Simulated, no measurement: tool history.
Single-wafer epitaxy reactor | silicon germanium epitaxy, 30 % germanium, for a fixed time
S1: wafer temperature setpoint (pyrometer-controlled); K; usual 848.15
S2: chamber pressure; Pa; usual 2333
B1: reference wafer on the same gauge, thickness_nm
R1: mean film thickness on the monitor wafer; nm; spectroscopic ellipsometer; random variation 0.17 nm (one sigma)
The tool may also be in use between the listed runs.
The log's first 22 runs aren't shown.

run 23 day=74.971 | S1=842.15 S2=2333 | B1=34.746 | R1=32.017
run 24 day=78.296 | S1=834.15 S2=1853 | B1=34.668 | R1=24.440
-- day=78.950 capacitance manometer re-zeroed and calibrated
run 25 day=82.517 | S1=848.15 S2=2333 | B1=34.748 | R1=37.512
-- day=84.812 showerhead replaced
run 26 day=88.238 | S1=863.15 S2=1813 | B1=34.721 | R1=46.622
run 27 day=91.842 | S1=848.15 S2=2333 | B1=34.686 | R1=37.568
run 28 day=95.954 | S1=848.15 S2=2333 | B1=34.733 | R1=37.779
run 29 day=97.875 | S1=848.15 S2=2333 | B1=34.741 | R1=37.563
run 30 day=99.671 | S1=857.15 S2=2333 | B1=34.712 | R1=45.646
run 31 day=104.075 | S1=854.15 S2=2626 | B1=34.748 | R1=44.886
run 32 day=107.129 | S1=835.15 S2=1920 | B1=34.691 | R1=25.975
run 33 day=110.054 | S1=862.15 S2=2173 | B1=34.744 | R1=49.435
run 34 day=114.062 | S1=854.15 S2=2813 | B1=34.693 | R1=46.910
run 35 day=115.646 | S1=848.15 S2=2333 | B1=34.729 | R1=37.300

Forecast each of these 4 alternatives for the next run:
run A day=115.662 | S1=848.15 S2=2333 | B1=? | R1=?
run B day=115.662 | S1=853.15 S2=1773 | B1=? | R1=?
run C day=115.662 | S1=856.15 S2=2333 | B1=? | R1=?
run D day=115.662 | S1=840.15 S2=2733 | B1=? | R1=?

run=A B1=34.622 R1=37.795
run=B B1=34.622 R1=37.521
run=C B1=34.622 R1=44.978
run=D B1=34.622 R1=33.810
Without the tool's hidden state the same runs would have given:
run=A R1=37.074
run=B R1=36.822
run=C R1=44.150
run=D R1=33.142

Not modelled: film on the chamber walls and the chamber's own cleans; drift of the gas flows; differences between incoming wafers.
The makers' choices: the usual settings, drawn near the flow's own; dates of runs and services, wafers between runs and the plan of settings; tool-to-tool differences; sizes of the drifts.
